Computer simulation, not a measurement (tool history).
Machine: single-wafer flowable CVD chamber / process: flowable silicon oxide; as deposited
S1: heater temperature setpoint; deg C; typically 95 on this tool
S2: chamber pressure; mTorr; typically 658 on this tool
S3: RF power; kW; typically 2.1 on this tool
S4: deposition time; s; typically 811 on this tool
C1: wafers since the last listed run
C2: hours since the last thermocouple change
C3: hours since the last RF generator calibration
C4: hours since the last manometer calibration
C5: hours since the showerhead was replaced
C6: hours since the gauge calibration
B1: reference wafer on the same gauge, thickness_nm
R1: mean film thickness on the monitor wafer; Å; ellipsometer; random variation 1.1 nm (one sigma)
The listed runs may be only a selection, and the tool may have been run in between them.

run	hour	S1	S2	S3	S4	C1	C2	C3	C4	C5	C6	B1	R1
1	0	95	658	2.1	811	0	1396.1	2180.7	2714.5	5517.9	280	373.742	4077.92
2	24.1	95	658	2.1	811	59	1420.2	2204.8	2738.6	5542	304.1	374.175	4072.66
3	51.9	95	658	2.1	811	68	1448	2232.6	2766.4	5569.8	331.9	374.552	4089.25
4	74.5	95	658	2.1	811	55	1470.6	2255.2	2789	5592.4	354.5	374.875	4101.13
5	105.5	95	658	2.1	811	76	1501.6	2286.2	2820	5623.4	385.5	375.355	4092.41
6	157	95	658	2.1	811	126	1553.1	2337.7	2871.5	5674.9	437	375.706	4099.45
# hour 225.4: capacitance manometer re-zeroed and calibrated
# hour 226.3: gauge calibrated
# hour 251.6: showerhead replaced
7	252.1	95	658	2.1	811	195	1648.2	2432.8	26.7	0.5	25.8	369.199	4002.97
8	262	95	658	2.1	811	24	1658.1	2442.7	36.6	10.4	35.7	369.034	4029.91
9	285.1	84	758	1.81	752	56	1681.2	2465.8	59.7	33.5	58.8	369.622	5831.88
10	298.5	95	500	2.34	811	33	1694.6	2479.2	73.1	46.9	72.2	369.586	3325.66
# hour 329.2: RF generator calibrated
11	329.7	101	658	2.39	811	57	1725.8	0.5	104.3	78.1	103.4	370.073	3351.38
# hour 347.7: thermocouple changed; heater temperature recalibrated
12	348.2	90	611	2.41	960	25	0.5	19	122.8	96.6	121.9	370.61	5504.2
13	356.8	95	658	2.1	811	21	9.1	27.6	131.4	105.2	130.5	370.573	4054.68
14	392.3	87	722	2.1	811	87	44.6	63.1	166.9	140.7	166	370.912	5707.09
15	410.3	95	658	2.1	811	44	62.6	81.1	184.9	158.7	184	371.207	4041.54
16	443.9	95	658	2.1	811	82	96.2	114.7	218.5	192.3	217.6	371.571	4045
17	478	107	578	2.42	726	84	130.3	148.8	252.6	226.4	251.7	372.093	2203.4

Pick out some run-to-run changes in R1. Of each, how much would a tool without hidden state show as well, from the settings, what came in and chance, and how much is left for the hidden state and any gauge scatter not in both results compared?
The tool's hidden condition here consists of: wafer temperature above the value expected at the setpoint (K); delivered RF power above the setpoint (%); true pressure above the setpoint (%); gauge reads high (%).
Run 6 -> 7: capacitance manometer re-zeroed and calibrated, gauge calibrated, showerhead replaced. R1 -96.48 Å: hidden state -75.1, all else -21.38.
Run 9 -> 10: S1 84 -> 95, S2 758 -> 500, S3 1.81 -> 2.34, S4 752 -> 811. R1 -2506.22 Å: hidden state +4.58, all else -2510.8.

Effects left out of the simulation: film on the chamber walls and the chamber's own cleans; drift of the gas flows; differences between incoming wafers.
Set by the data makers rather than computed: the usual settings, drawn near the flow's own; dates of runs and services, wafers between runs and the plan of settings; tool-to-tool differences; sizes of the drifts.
